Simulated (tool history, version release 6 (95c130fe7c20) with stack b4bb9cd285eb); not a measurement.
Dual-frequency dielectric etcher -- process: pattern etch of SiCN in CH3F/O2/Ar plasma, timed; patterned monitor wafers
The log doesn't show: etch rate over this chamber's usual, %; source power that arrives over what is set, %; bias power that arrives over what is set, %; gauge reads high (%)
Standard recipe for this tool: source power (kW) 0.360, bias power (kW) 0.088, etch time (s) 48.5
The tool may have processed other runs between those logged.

run	hour	source power (kW)	bias power (kW)	etch time (s)	wafers since the last listed run	hours since the last wet clean	hours since the last source power generator calibration	hours since the last bias power generator calibration	hours since the last upper electrode change	hours since the gauge calibration	read-back reference wafer on the same gauge, depth_nm	mean etch depth across the wafer (nm)
1	0.0	0.360	0.083	48.5	0	394.3	2166.6	4226.2	2341.9	273.6	18.40	17.72
2	54.5	0.360	0.083	48.5	574	448.8	2221.1	4280.7	2396.4	328.1	18.39	17.72
3	214.1	0.360	0.083	48.5	1681	608.4	2380.7	4440.3	2556.0	487.7	18.40	17.63
# hour 262.7: wet clean of the chamber
4	263.2	0.420	0.079	48.5	264	0.5	2429.8	4489.4	2605.1	536.8	18.40	18.58
5	283.4	0.360	0.088	43.0	212	20.7	2450.0	4509.6	2625.3	557.0	18.41	16.11
# hour 320.5: bias power generator calibrated
6	327.7	0.410	0.088	48.5	424	65.0	2494.3	7.2	2669.6	601.3	18.39	18.90
# hour 376.5: upper electrode replaced
7	380.7	0.410	0.088	48.5	305	118.0	2547.3	60.2	4.2	654.3	18.41	18.89
8	409.0	0.410	0.099	35.5	298	146.3	2575.6	88.5	32.5	682.6	18.41	14.23
9	448.8	0.360	0.088	48.5	419	186.1	2615.4	128.3	72.3	722.4	18.40	18.11
# hour 456.0: source power generator calibrated
10	488.7	0.390	0.110	48.5	378	226.0	32.7	168.2	112.2	762.3	18.39	19.67
11	557.2	0.420	0.079	48.5	721	294.5	101.2	236.7	180.7	830.8	18.40	18.49
# hour 562.3: gauge calibrated
12	618.4	0.360	0.088	55.0	644	355.7	162.4	297.9	241.9	56.1	18.41	20.43
13	681.4	0.360	0.088	38.0	663	418.7	225.4	360.9	304.9	119.1	18.40	14.08
14	705.7	0.430	0.088	52.0	256	443.0	249.7	385.2	329.2	143.4	18.40	20.37

Below are 5 alternative next runs, each starting from the tool's condition after run 14. Predict each:
A	706.1	0.320	0.088	48.5	4	443.4	250.1	385.6	329.6	143.8	?	?
B	706.1	0.300	0.088	48.5	4	443.4	250.1	385.6	329.6	143.8	?	?
C	706.1	0.300	0.097	35.5	4	443.4	250.1	385.6	329.6	143.8	?	?
D	706.1	0.280	0.072	42.0	4	443.4	250.1	385.6	329.6	143.8	?	?
E	706.1	0.310	0.066	41.5	4	443.4	250.1	385.6	329.6	143.8	?	?

run	read-back reference wafer on the same gauge, depth_nm	mean etch depth across the wafer (nm)
A	18.40	17.27
B	18.40	16.92
C	18.40	12.70
D	18.40	13.67
E	18.40	13.68
Had the tool no hidden state, the same runs would have come out as:
run	mean etch depth across the wafer (nm)
A	17.47
B	17.12
C	12.84
D	13.83
E	13.84
